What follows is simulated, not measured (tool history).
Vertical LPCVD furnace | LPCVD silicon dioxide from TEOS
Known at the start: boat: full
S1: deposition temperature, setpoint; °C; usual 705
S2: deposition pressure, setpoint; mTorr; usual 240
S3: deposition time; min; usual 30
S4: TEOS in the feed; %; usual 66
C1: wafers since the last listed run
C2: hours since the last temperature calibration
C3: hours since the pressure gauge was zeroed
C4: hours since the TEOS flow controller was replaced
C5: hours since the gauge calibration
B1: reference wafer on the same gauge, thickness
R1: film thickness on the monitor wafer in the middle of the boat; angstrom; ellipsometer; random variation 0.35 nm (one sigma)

Run 1, hour 0: usual settings; C1 0; C2 3178.1; C3 2429.7; C4 6357.4; C5 206.9; B1 206.15. Result: R1 2196.2 angstrom.
Run 2, hour 8.1: usual settings; C1 93; C2 3186.2; C3 2437.8; C4 6365.5; C5 215; B1 205.98. Result: R1 2191.1 angstrom.
Run 3, hour 48.6: usual settings; C1 468; C2 3226.7; C3 2478.3; C4 6406; C5 255.5; B1 205.77. Result: R1 2187.9 angstrom.
Run 4, hour 55: usual settings but S2 270 mTorr; C1 74; C2 3233.1; C3 2484.7; C4 6412.4; C5 261.9; B1 205.83. Result: R1 2324.8 angstrom.
Run 5, hour 68.3: usual settings but S2 270 mTorr; C1 153; C2 3246.4; C3 2498; C4 6425.7; C5 275.2; B1 205.77. Result: R1 2318.9 angstrom.
Run 6, hour 82.8: usual settings but S2 270 mTorr; C1 167; C2 3260.9; C3 2512.5; C4 6440.2; C5 289.7; B1 205.96. Result: R1 2318.4 angstrom.
Run 7, hour 98.7: usual settings; C1 184; C2 3276.8; C3 2528.4; C4 6456.1; C5 305.6; B1 205.97. Result: R1 2189.9 angstrom.
Run 8, hour 107: usual settings but S1 698 °C; C1 96; C2 3285.1; C3 2536.7; C4 6464.4; C5 313.9; B1 206.07. Result: R1 1863.4 angstrom.
Run 9, hour 122: usual settings but S1 698 °C; C1 173; C2 3300.1; C3 2551.7; C4 6479.4; C5 328.9; B1 206.06. Result: R1 1861.2 angstrom.
Run 10, hour 136.2: usual settings; C1 164; C2 3314.3; C3 2565.9; C4 6493.6; C5 343.1; B1 205.78. Result: R1 2196.7 angstrom.
At hour 140.1: gauge calibrated.
At hour 173.2: TEOS flow controller replaced.
At hour 187.5: pressure gauge zeroed.
Run 11, hour 188: usual settings; C1 157; C2 3366.1; C3 0.5; C4 14.8; C5 47.9; B1 206.26. Result: R1 2189.3 angstrom.
Run 12, hour 191.6: usual settings; C1 4; C2 3369.7; C3 4.1; C4 18.4; C5 51.5; B1 206.12. Result: R1 2193.2 angstrom.
Run 13, hour 195.2: usual settings; C1 0; C2 3373.3; C3 7.7; C4 22; C5 55.1; B1 205.96. Result: R1 2191.5 angstrom.
At hour 212.4: thermocouples replaced and temperature profile calibrated.
Run 14, hour 212.9: usual settings but S3 41 min; C1 5; C2 0.5; C3 25.4; C4 39.7; C5 72.8; B1 206.26. Result: R1 3105.5 angstrom.
Run 15, hour 216.5: usual settings but S1 713 °C, S2 295 mTorr, S4 54 %; C1 41; C2 4.1; C3 29; C4 43.3; C5 76.4; B1 206.03. Result: R1 2729.3 angstrom.
Run 16, hour 226.4: usual settings; C1 114; C2 14; C3 38.9; C4 53.2; C5 86.3; B1 205.93. Result: R1 2265.5 angstrom.
Run 17, hour 246: usual settings but S4 72 %; C1 226; C2 33.6; C3 58.5; C4 72.8; C5 105.9; B1 205.92. Result: R1 2385 angstrom.
At hour 285.6: thermocouples replaced and temperature profile calibrated, repeated, since the last time left the tool worse.
Run 18, hour 286.1: usual settings but S1 713 °C, S3 24 min; C1 186; C2 0.5; C3 98.6; C4 112.9; C5 146; B1 205.89. Result: R1 1941.4 angstrom.
Run 19, hour 289.7: usual settings but S4 75 %; C1 41; C2 4.1; C3 102.2; C4 116.5; C5 149.6; B1 205.74. Result: R1 2155.9 angstrom.
Run 20, hour 293.4: usual settings but S1 696 °C, S2 270 mTorr, S4 60 %; C1 42; C2 7.8; C3 105.9; C4 120.2; C5 153.3; B1 205.96. Result: R1 1662.1 angstrom.
Run 21, hour 307.1: usual settings but S1 713 °C, S2 295 mTorr, S4 54 %; C1 158; C2 21.5; C3 119.6; C4 133.9; C5 167; B1 206.03. Result: R1 2445.1 angstrom.
Run 22, hour 314: usual settings but S1 697 °C, S4 77 %; C1 79; C2 28.4; C3 126.5; C4 140.8; C5 173.9; B1 205.94. Result: R1 1822.6 angstrom.
Run 23, hour 323.5: usual settings but S1 696 °C, S2 220 mTorr, S3 37 min, S4 74 %; C1 109; C2 37.9; C3 136; C4 150.3; C5 183.4; B1 205.99. Result: R1 2062.6 angstrom.
Run 24, hour 333.1: usual settings but S1 693 °C, S2 205 mTorr, S3 38.5 min, S4 70 %; C1 111; C2 47.5; C3 145.6; C4 159.9; C5 193; B1 206.08. Result: R1 1876.2 angstrom.
Run 25, hour 346.1: usual settings but S2 300 mTorr; C1 150; C2 60.5; C3 158.6; C4 172.9; C5 206; B1 206.05. Result: R1 2274.8 angstrom.
Run 26, hour 353.4: usual settings; C1 84; C2 67.8; C3 165.9; C4 180.2; C5 213.3; B1 205.98. Result: R1 2033.8 angstrom.

Forecast each of these 5 alternatives for the next run:
Run A, hour 357.1: usual settings but S2 275 mTorr; C1 42; C2 71.5; C3 169.6; C4 183.9; C5 217; B1 ?. Result: R1 ?.
Run B, hour 357.1: usual settings but S1 699 °C, S2 300 mTorr, S3 18.5 min, S4 57 %; C1 42; C2 71.5; C3 169.6; C4 183.9; C5 217; B1 ?. Result: R1 ?.
Run C, hour 357.1: usual settings but S3 22.5 min, S4 53 %; C1 42; C2 71.5; C3 169.6; C4 183.9; C5 217; B1 ?. Result: R1 ?.
Run D, hour 357.1: usual settings but S3 21 min, S4 78 %; C1 42; C2 71.5; C3 169.6; C4 183.9; C5 217; B1 ?. Result: R1 ?.
Run E, hour 357.1: usual settings but S1 695 °C; C1 42; C2 71.5; C3 169.6; C4 183.9; C5 217; B1 ?. Result: R1 ?.

run      B1      R1
  A  206.02    2175
  B  206.02    1133
  C  206.02  1365.6
  D  206.02  1546.2
  E  206.02  1610.4
Without the tool's hidden state the same runs would have given:
run      R1
  A  2164.8
  B  1127.6
  C  1359.2
  D    1539
  E  1602.7

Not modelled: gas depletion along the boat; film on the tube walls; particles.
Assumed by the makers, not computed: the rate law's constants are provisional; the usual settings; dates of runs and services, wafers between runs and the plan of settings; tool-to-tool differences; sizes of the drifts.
